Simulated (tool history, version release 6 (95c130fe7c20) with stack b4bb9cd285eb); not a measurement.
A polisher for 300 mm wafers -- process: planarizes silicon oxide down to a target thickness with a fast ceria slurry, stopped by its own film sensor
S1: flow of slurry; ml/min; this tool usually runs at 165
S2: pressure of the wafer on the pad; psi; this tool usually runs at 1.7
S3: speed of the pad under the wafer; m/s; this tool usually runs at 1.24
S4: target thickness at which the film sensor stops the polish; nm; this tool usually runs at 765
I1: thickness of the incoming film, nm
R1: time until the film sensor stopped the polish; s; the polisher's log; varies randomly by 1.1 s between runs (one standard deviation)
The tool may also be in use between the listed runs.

run,hour,S1,S2,S3,S4,I1,R1
1,0,165,1.4,1.24,765,1612.6,102.1
2,22.8,165,1.4,1.24,765,1609.1,103.8
3,57,210,1.7,1.24,765,1604.5,81.4
# hour 72.9: worn pad replaced by a new one, of another model than before
4,80.3,165,1.7,1.24,765,1571.5,101.2
5,114.5,165,1.7,1.24,765,1622,111.2
# hour 118: head pressure recalibrated
6,136.3,165,1.7,1.24,765,1574.2,103.8
# hour 167.1: slurry nozzle cleaned
7,167.6,165,1.7,1.24,765,1598.6,79.9
# hour 176.7: worn pad replaced by a new one
8,182.6,165,1.3,1.52,666,1616.6,95.3
9,208.5,195,1.7,1.52,670,1607.8,79.1
10,230.1,150,1.7,1.58,765,1612.4,79.8
11,248.3,165,1.7,0.94,765,1600,100.6
# hour 267.5: worn pad replaced by a new one
12,278.5,165,1.7,0.9,846,1609.7,98.7
13,305,165,1.7,1.24,765,1575,93.3
14,322.9,165,1.1,1.24,765,1611.7,131

Selected run-to-run steps in R1, each split into two signed amounts: the part the tool would show with no hidden state at all (from settings, incoming material and random variation), and the remainder, which goes to the hidden state together with any gauge scatter not common to the measured and the hidden-state-free results:
Hidden conditions of the tool in this case: removal rate lost through wear of the pad, %; slurry flow missing at the pad, %; deviation of the head's pressure from its setpoint, %.
Run 6 -> 7: slurry nozzle cleaned. R1 -23.9 s: hidden state -30.1, all else +6.2.
Run 13 -> 14: S2 1.7 -> 1.1. R1 +37.7 s: hidden state +11.6, all else +26.1.

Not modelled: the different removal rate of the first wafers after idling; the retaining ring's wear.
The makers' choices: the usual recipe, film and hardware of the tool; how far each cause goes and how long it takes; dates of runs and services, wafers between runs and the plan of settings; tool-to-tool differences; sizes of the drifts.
